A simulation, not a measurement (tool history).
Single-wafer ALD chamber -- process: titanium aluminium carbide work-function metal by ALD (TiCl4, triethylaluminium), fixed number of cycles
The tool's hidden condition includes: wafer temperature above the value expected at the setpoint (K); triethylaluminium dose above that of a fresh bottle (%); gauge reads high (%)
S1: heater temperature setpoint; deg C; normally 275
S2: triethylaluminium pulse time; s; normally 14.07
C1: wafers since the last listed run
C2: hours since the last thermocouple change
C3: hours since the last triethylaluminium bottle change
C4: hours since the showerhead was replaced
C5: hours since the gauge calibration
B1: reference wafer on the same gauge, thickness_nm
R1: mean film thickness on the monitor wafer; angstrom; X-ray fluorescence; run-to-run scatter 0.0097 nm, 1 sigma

run    hour   S1     S2    C1      C2      C3      C4      C5     B1     R1
  1     0.0  269  14.07     0   370.8   597.4  2632.9  1440.4  1.701  15.55
       46.0  -- gauge calibrated
  2    77.8  269  14.07   797   448.6   675.2  2710.7    31.8  1.700  15.50
  3   161.1  264  14.07   854   531.9   758.5  2794.0   115.1  1.699  15.16
  4   202.4  264  14.07   423   573.2   799.8  2835.3   156.4  1.703  15.27
      384.2  -- triethylaluminium bottle replaced
  5   479.8  264  14.07  2762   850.6    95.6  3112.7   433.8  1.699  15.70
  6   540.2  275  14.07   619   911.0   156.0  3173.1   494.2  1.699  16.21
  7   637.4  275  14.07   996  1008.2   253.2  3270.3   591.4  1.701  16.28
  8   700.6  275  14.07   648  1071.4   316.4  3333.5   654.6  1.699  16.33
  9   738.7  275  14.07   390  1109.5   354.5  3371.6   692.7  1.700  16.08
 10   828.1  275  14.07   916  1198.9   443.9  3461.0   782.1  1.701  16.11
 11   864.2  275  14.07   370  1235.0   480.0  3497.1   818.2  1.700  15.92
 12   971.6  275  16.36  1101  1342.4   587.4  3604.5   925.6  1.698  15.98
 13  1040.1  275  16.36   702  1410.9   655.9  3673.0   994.1  1.699  16.12
 14  1126.5  281  14.07   886  1497.3   742.3  3759.4  1080.5  1.698  16.05
     1140.9  -- showerhead replaced, of another model than before
 15  1219.7  281  14.07   873  1590.5   835.5    78.8  1173.7  1.699  16.36
 16  1265.2  275  17.53   466  1636.0   881.0   124.3  1219.2  1.701  16.41
 17  1316.6  285  17.67   527  1687.4   932.4   175.7  1270.6  1.700  17.15
 18  1375.9  267  15.50   608  1746.7   991.7   235.0  1329.9  1.701  15.60
 19  1427.9  265  15.84   533  1798.7  1043.7   287.0  1381.9  1.700  15.63
 20  1479.2  286  11.60   526  1850.0  1095.0   338.3  1433.2  1.702  16.32
     1574.9  -- thermocouple changed; heater temperature recalibrated
     1576.7  -- gauge calibrated
 21  1616.8  275  19.50  1329    41.9  1232.6   475.9    40.1  1.702  16.24
     1678.9  -- triethylaluminium bottle replaced
 22  1702.2  275  14.07   793   127.3    23.3   561.3   125.5  1.701  16.56
 23  1747.6  264  16.51   465   172.7    68.7   606.7   170.9  1.699  15.71
 24  1789.4  287  11.02   428   214.5   110.5   648.5   212.7  1.701  17.04
 25  1882.3  275  14.07   952   307.4   203.4   741.4   305.6  1.701  16.31
 26  1957.1  280  12.18   767   382.2   278.2   816.2   380.4  1.698  16.46
 27  2035.7  288  10.63   806   460.8   356.8   894.8   459.0  1.700  16.75
 28  2120.3  284  19.45   867   545.4   441.4   979.4   543.6  1.701  17.25
 29  2176.4  275   8.94   575   601.5   497.5  1035.5   599.7  1.698  15.61
 30  2218.2  275  14.07   428   643.3   539.3  1077.3   641.5  1.699  16.15
 31  2264.7  269   9.16   476   689.8   585.8  1123.8   688.0  1.700  15.18

Predict each of these 4 candidate next runs independently; none follows another, all start after run 31:
  A  2265.1  275  14.07   4  690.2  586.2  1124.2  688.4   ?   ?
  B  2265.1  288  17.82   4  690.2  586.2  1124.2  688.4   ?   ?
  C  2265.1  283  18.94   4  690.2  586.2  1124.2  688.4   ?   ?
  D  2265.1  266  18.72   4  690.2  586.2  1124.2  688.4   ?   ?

run     B1     R1
  A  1.702  16.14
  B  1.702  17.26
  C  1.702  16.95
  D  1.702  15.78
Without the tool's hidden state the same runs would have given:
run     R1
  A  16.43
  B  17.42
  C  17.08
  D  15.91

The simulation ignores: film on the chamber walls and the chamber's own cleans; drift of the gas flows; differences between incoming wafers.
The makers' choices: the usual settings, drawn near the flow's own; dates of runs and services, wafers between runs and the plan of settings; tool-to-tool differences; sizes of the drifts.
